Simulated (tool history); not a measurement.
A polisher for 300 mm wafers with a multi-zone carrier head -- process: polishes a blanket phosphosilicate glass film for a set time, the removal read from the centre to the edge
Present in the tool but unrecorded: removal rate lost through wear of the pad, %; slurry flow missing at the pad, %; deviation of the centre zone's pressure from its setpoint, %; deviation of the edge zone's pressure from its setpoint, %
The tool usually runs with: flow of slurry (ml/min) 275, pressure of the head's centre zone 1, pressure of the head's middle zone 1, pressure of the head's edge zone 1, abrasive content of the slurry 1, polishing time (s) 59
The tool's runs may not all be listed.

run,hour,flow of slurry (ml/min),pressure of the head's centre zone,pressure of the head's middle zone,pressure of the head's edge zone,abrasive content of the slurry,polishing time (s),wafers since the last listed run,wafers polished on this pad,hours since the slurry nozzle was cleaned,hours since the centre zone pressure was calibrated,hours since the edge zone pressure was calibrated,hours since the carrier head's membrane was replaced,"incoming thickness of the incoming film, nm",film removed at the wafer's centre (angstrom),film removed at mid-radius (angstrom),film removed at the wafer's edge (angstrom)
1,0,275,1,1,1.03,1,44,0,238,243.4,669.9,786.2,381.7,2621.6,3542,3285,3268
2,83.7,275,1,1,1.03,1,44,1227,1465,327.1,753.6,869.9,465.4,2630.5,3500,3305,3315
3,131.6,275,0.92,1,1,1,59,702,2167,375,801.5,917.8,513.3,2675.8,4533,4497,4434
# hour 159.5: carrier head's membrane replaced by a new one
4,229,275,1,1,1,1,59,1354,3522,472.4,898.9,1015.2,69.5,2640.3,4835,4451,4449
# hour 297.7: slurry nozzle cleaned
5,315.1,275,1,1,1,1,59,1247,4770,17.4,985,1101.3,155.6,2634.8,4795,4445,4377
6,352,215,1,1.11,1.06,0.7,59,541,5311,54.3,1021.9,1138.2,192.5,2626.6,4369,4403,4021
# hour 418: centre zone pressure recalibrated
# hour 420.9: worn pad replaced by a new one
7,421.4,195,0.95,1,1,1,72,946,8,123.7,3.4,1207.6,261.9,2625,4787,5185,5244
# hour 436.8: edge zone pressure recalibrated
8,519.8,275,1.07,1,1,1,59,1413,1421,222.1,101.8,83,360.3,2629.4,4665,4451,4530
9,578.5,370,1,1.12,1.06,1,59,860,2282,280.8,160.5,141.7,419,2681.6,4598,5000,4585
10,650.1,275,1,1,1,1,59,1049,3332,352.4,232.1,213.3,490.6,2642.8,4480,4427,4358
11,731.2,275,1,1,1,1,59,1189,4521,433.5,313.2,294.4,571.7,2584.8,4507,4498,4367
12,768.6,305,1.05,1,1,0.8,78,548,5069,470.9,350.6,331.8,609.1,2621.7,5897,5615,5630
# hour 792.7: slurry nozzle cleaned
# hour 809.6: carrier head's membrane replaced by a new one
13,859,315,1,1,1,0.85,59,1237,6307,66.3,441,422.2,49.4,2647.9,4420,4308,4272
# hour 910: worn pad replaced by a new one
14,965.4,275,1,1,0.89,1.15,41,1501,812,172.7,547.4,528.6,155.8,2641.6,3253,3204,3026
15,1035.9,275,1,1,1,0.7,51,1033,1846,243.2,617.9,599.1,226.3,2647.6,3606,3560,3443
16,1142.3,275,1,1,1,0.7,51,1560,3406,349.6,724.3,705.5,332.7,2611.2,3734,3549,3546
17,1208.1,275,1,1,1,1,59,964,4371,415.4,790.1,771.3,398.5,2601.2,4648,4446,4430
# hour 1271.7: slurry nozzle cleaned
18,1293.1,365,1,1,1.09,0.7,59,1231,5602,21.4,875.1,856.3,483.5,2652.2,4487,4212,4271
# hour 1316.8: carrier head's membrane replaced by a new one
19,1388.5,275,0.88,1,1,1,59,1325,6928,116.8,970.5,951.7,71.7,2636.2,4086,4435,4465
# hour 1415.7: worn pad replaced by a new one
20,1676.9,275,1.08,0.96,1,1,59,4170,3830,405.2,1258.9,1240.1,360.1,2660.6,5257,4314,4360
# hour 1724.7: centre zone pressure recalibrated
# hour 1740.2: slurry nozzle cleaned
21,1741.9,250,1,1.07,1,1,59,909,4739,1.7,17.2,1305.1,425.1,2628.7,4451,4702,4371

Consider 4 possible next runs. They are alternatives, not a sequence: every one starts from the tool as it was left by run 21. What does each give?
A,1742.3,275,1,1,1,1,59,5,4745,2.1,17.6,1305.5,425.5,2625.5,?,?,?
B,1742.3,185,1,1,0.91,1,59,5,4745,2.1,17.6,1305.5,425.5,2625.5,?,?,?
C,1742.3,275,1.11,1,1,1,59,5,4745,2.1,17.6,1305.5,425.5,2625.5,?,?,?
D,1742.3,275,1,1,1,0.7,59,5,4745,2.1,17.6,1305.5,425.5,2625.5,?,?,?

run,film removed at the wafer's centre (angstrom),film removed at mid-radius (angstrom),film removed at the wafer's edge (angstrom)
A,4453,4439,4286
B,4187,4201,3977
C,4947,4436,4286
D,4113,4100,3958
With the hidden condition removed and each run's random variation left untouched, the same runs would have given:
run,film removed at the wafer's centre (angstrom),film removed at mid-radius (angstrom),film removed at the wafer's edge (angstrom)
A,4412,4439,4286
B,4148,4201,3977
C,4901,4437,4286
D,4075,4100,3958

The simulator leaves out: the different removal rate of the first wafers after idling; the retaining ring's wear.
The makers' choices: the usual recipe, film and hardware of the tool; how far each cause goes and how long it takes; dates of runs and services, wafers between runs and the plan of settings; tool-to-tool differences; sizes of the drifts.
